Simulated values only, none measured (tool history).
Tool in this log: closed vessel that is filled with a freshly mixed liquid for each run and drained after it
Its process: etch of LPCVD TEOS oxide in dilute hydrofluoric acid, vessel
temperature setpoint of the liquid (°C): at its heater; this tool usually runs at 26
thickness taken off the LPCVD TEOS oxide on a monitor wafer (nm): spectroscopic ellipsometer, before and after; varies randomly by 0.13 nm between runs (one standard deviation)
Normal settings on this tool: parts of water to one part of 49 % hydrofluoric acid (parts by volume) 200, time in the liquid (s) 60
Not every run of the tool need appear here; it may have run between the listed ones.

run    hour  temperature setpoint of the liquid (°C)  parts of water to one part of 49 % hydrofluoric acid (parts by volume)  time in the liquid (s)  read-back film thickness of the LPCVD TEOS oxide reference wafer, read on the same gauge (nm)  thickness taken off the LPCVD TEOS oxide on a monitor wafer (nm)
  1       0                                       26                                                                     200                      60                                                                                          30.03                                                             15.69
  2    61.7                                       26                                                                     200                      60                                                                                          30.02                                                             15.41
  3   167.5                                       26                                                                     200                      60                                                                                             30                                                             15.57
  4   261.3                                       26                                                                     150                      60                                                                                          30.01                                                             21.35
  5   315.4                                       26                                                                     150                      60                                                                                          30.02                                                             21.64
  6   420.2                                       26                                                                     200                      60                                                                                             30                                                              14.9
      438.5  -- hydrofluoric acid flow meter replaced
  7   499.4                                       26                                                                     200                      70                                                                                          29.98                                                             19.05
  8   589.7                                       26                                                                     245                      60                                                                                             30                                                             12.52
  9   694.7                                       26                                                                     245                      60                                                                                          29.97                                                              12.3
 10   784.2                                       26                                                                     200                      60                                                                                          29.99                                                             15.68
 11   850.1                                       22                                                                     115                      60                                                                                          30.01                                                             25.45
 12   906.3                                       26                                                                     170                      45                                                                                          29.98                                                             13.72
 13   955.5                                     27.5                                                                     100                      75                                                                                          30.01                                                             44.93
 14  1005.6                                       26                                                                     200                      60                                                                                             30                                                             14.98
 15    1101                                       23                                                                     255                      90                                                                                          30.01                                                             14.88
 16    1163                                     27.5                                                                     200                      60                                                                                          30.04                                                             15.92
 17    1226                                       26                                                                     150                      60                                                                                          29.97                                                             20.91
 18  1273.9                                       26                                                                     200                      60                                                                                          29.98                                                             14.41
     1323.8  -- hydrofluoric acid flow meter replaced
 19  1332.9                                       26                                                                     255                      40                                                                                          29.99                                                              7.97
 20  1423.1                                       23                                                                     200                      95                                                                                          29.98                                                             22.81
     1429.9  -- thermometer replaced
 21  1474.7                                       26                                                                     200                      60                                                                                          30.03                                                             16.34
     1495.4  -- gauge calibrated
 22  1558.4                                     28.5                                                                     200                      60                                                                                          30.04                                                             17.45
 23  1595.6                                       29                                                                     150                      75                                                                                          30.01                                                             31.52
 24  1696.6                                       26                                                                     200                      60                                                                                          29.94                                                             15.73
 25  1797.8                                     23.5                                                                     200                      80                                                                                          29.99                                                             18.81
 26  1891.3                                       26                                                                     200                      60                                                                                          29.99                                                             15.42
     1990.3  -- hydrofluoric acid flow meter replaced
 27  2015.2                                       26                                                                     200                      60                                                                                          30.03                                                             16.26
 28  2062.4                                     27.5                                                                     100                      85                                                                                             30                                                             55.84
 29  2149.3                                     22.5                                                                     225                      30                                                                                          30.01                                                              6.16
 30  2197.5                                       26                                                                     200                      60                                                                                          29.97                                                             16.03
 31  2256.5                                       26                                                                     200                      60                                                                                          29.95                                                             15.98
 32  2340.7                                       26                                                                     230                      35                                                                                          30.01                                                              7.76
 33  2408.7                                       26                                                                     175                      60                                                                                             30                                                             18.43
 34  2485.2                                     22.5                                                                     125                      30                                                                                          30.01                                                             11.94

Each row is a separate what-if for the run after 34, all from the same tool condition, not one after another. Results?
  A  2485.9                                       26                                                                     200                      60                                                                                              ?                                                                 ?
  B  2485.9                                       26                                                                     250                      60                                                                                              ?                                                                 ?
  C  2485.9                                       29                                                                     270                      85                                                                                              ?                                                                 ?

run  read-back film thickness of the LPCVD TEOS oxide reference wafer, read on the same gauge (nm)  thickness taken off the LPCVD TEOS oxide on a monitor wafer (nm)
  A                                                                                             30                                                             15.49
  B                                                                                             30                                                             11.71
  C                                                                                             30                                                             16.62
What these runs would have given with no unlogged condition in the tool:
run  thickness taken off the LPCVD TEOS oxide on a monitor wafer (nm)
  A                                                             16.48
  B                                                             12.48
  C                                                             17.75
